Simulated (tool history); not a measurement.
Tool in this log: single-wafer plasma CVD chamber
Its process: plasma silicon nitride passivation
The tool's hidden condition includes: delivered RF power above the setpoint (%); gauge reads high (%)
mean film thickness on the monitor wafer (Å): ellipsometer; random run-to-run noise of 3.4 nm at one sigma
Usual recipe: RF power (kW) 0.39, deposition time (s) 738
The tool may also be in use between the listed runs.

run     day  RF power (kW)  deposition time (s)  wafers since the last listed run  hours since the last RF generator calibration  hours since the showerhead was replaced  hours since the gauge calibration  read-back reference wafer on the same gauge, thickness_nm  mean film thickness on the monitor wafer (Å)
  1       0           0.39                  769                                 0                                         1625.2                                   4028.8                              474.2                                                    920.324                                      11416.11
  2   0.858           0.39                  769                                68                                         1645.8                                   4049.4                              494.8                                                    920.602                                      11387.74
  3   2.042           0.39                  769                                94                                         1674.2                                   4077.8                              523.2                                                    919.629                                      11406.76
  4   3.275           0.39                  799                                98                                         1703.8                                   4107.4                              552.8                                                      919.8                                      11858.79
  5   4.454           0.39                  627                                94                                         1732.1                                   4135.7                              581.1                                                    920.001                                       9340.54
  6     5.1           0.39                  627                                51                                         1747.6                                   4151.2                              596.6                                                    919.477                                       9301.99
  7   6.058           0.39                  627                                76                                         1770.6                                   4174.2                              619.6                                                    919.839                                          9270
  8   7.425           0.39                  738                               109                                         1803.4                                     4207                              652.4                                                    919.757                                      10870.33
  9   8.408           0.39                  738                                78                                           1827                                   4230.6                                676                                                    919.602                                      10887.42
 10   8.996           0.39                  738                                46                                         1841.1                                   4244.7                              690.1                                                    920.658                                      10902.68
 11   9.838           0.39                  738                                67                                         1861.3                                   4264.9                              710.3                                                    920.446                                       10922.2
 12  10.488          0.365                  738                                51                                         1876.9                                   4280.5                              725.9                                                    919.973                                      10693.02
 13  11.358           0.39                  738                                69                                         1897.8                                   4301.4                              746.8                                                    918.866                                      10960.93
 14  14.133           0.39                  738                               221                                         1964.4                                     4368                              813.4                                                    919.666                                      10864.85
 15  15.492           0.39                  738                               108                                           1997                                   4400.6                                846                                                    919.681                                       10878.5
 16  16.396           0.39                  698                                72                                         2018.7                                   4422.3                              867.7                                                    919.832                                      10292.96
 17  17.462           0.39                  738                                85                                         2044.3                                   4447.9                              893.3                                                     920.88                                      10889.38
 18  18.633           0.39                  738                                93                                         2072.4                                     4476                              921.4                                                    920.302                                       10870.8
 19  19.171           0.39                  785                                42                                         2085.3                                   4488.9                              934.3                                                    919.119                                      11562.41
 20  19.975          0.355                  636                                64                                         2104.6                                   4508.2                              953.6                                                    920.207                                       9034.72
     21.446  -- RF generator calibrated
 21  21.467           0.39                  738                                92                                            0.5                                     4544                              989.4                                                    919.463                                      11246.33
 22  22.871           0.39                  738                               112                                           34.2                                   4577.7                             1023.1                                                    920.378                                      11183.68
 23  23.521           0.32                  822                                51                                           49.8                                   4593.3                             1038.7                                                    920.291                                      11742.68
 24    24.7           0.39                  738                                94                                           78.1                                   4621.6                               1067                                                    920.527                                      11158.02
 25  25.388          0.435                  820                                54                                           94.6                                   4638.1                             1083.5                                                    920.387                                      12915.26
 26  27.433          0.465                  648                               163                                          143.7                                   4687.2                             1132.6                                                    919.098                                      10429.48
 27  28.054           0.36                  816                                49                                          158.6                                   4702.1                             1147.5                                                    920.586                                       12044.9
     28.754  -- gauge calibrated
 28  29.008           0.39                  813                                76                                          181.5                                     4725                                6.1                                                    920.465                                      12369.82
 29  30.479           0.39                  738                               117                                          216.8                                   4760.3                               41.4                                                    920.521                                      11196.38
     31.138  -- showerhead replaced
 30  31.671           0.39                  738                                68                                          245.4                                     12.8                                 70                                                    919.445                                      11234.65
 31  32.279           0.35                  874                                48                                            260                                     27.4                               84.6                                                    921.022                                      12838.63
 32  32.858          0.315                  791                                46                                          273.9                                     41.3                               98.5                                                    920.531                                      11154.48
 33  34.021          0.445                  600                                92                                          301.8                                     69.2                              126.4                                                    919.875                                       9472.34
 34  35.512           0.41                  738                               119                                          337.6                                      105                              162.2                                                    919.554                                       11366.9
 35  36.258          0.465                  738                                59                                          355.5                                    122.9                              180.1                                                    919.869                                      11880.71
 36  37.254          0.355                  883                                79                                          379.4                                    146.8                                204                                                    919.326                                      12939.36
 37  40.362           0.39                  738                               248                                            454                                    221.4                              278.6                                                    920.252                                      11190.47
 38  41.658          0.335                  811                               103                                          485.1                                    252.5                              309.7                                                    919.331                                      11590.69
 39  42.429           0.39                  738                                61                                          503.6                                      271                              328.2                                                     919.83                                      11175.89

Some steps in mean film thickness on the monitor wafer (Å) between neighbouring runs. How much of each would the tool show without its hidden state too (settings, what came in, random variation), and how much is left for the hidden state, with any gauge scatter that isn't in both results?
Run 4 -> 5: deposition time (s) 799 -> 627. mean film thickness on the monitor wafer (Å) -2518.25: hidden state +72.78, all else -2591.03.
Run 19 -> 20: RF power (kW) 0.39 -> 0.355, deposition time (s) 785 -> 636. mean film thickness on the monitor wafer (Å) -2527.69: hidden state +89.94, all else -2617.63.
Run 20 -> 21: RF power (kW) 0.355 -> 0.39, deposition time (s) 636 -> 738, RF generator calibrated. mean film thickness on the monitor wafer (Å) +2211.61: hidden state +302.37, all else +1909.24.
Run 25 -> 26: RF power (kW) 0.435 -> 0.465, deposition time (s) 820 -> 648. mean film thickness on the monitor wafer (Å) -2485.78: hidden state +3.13, all else -2488.91.

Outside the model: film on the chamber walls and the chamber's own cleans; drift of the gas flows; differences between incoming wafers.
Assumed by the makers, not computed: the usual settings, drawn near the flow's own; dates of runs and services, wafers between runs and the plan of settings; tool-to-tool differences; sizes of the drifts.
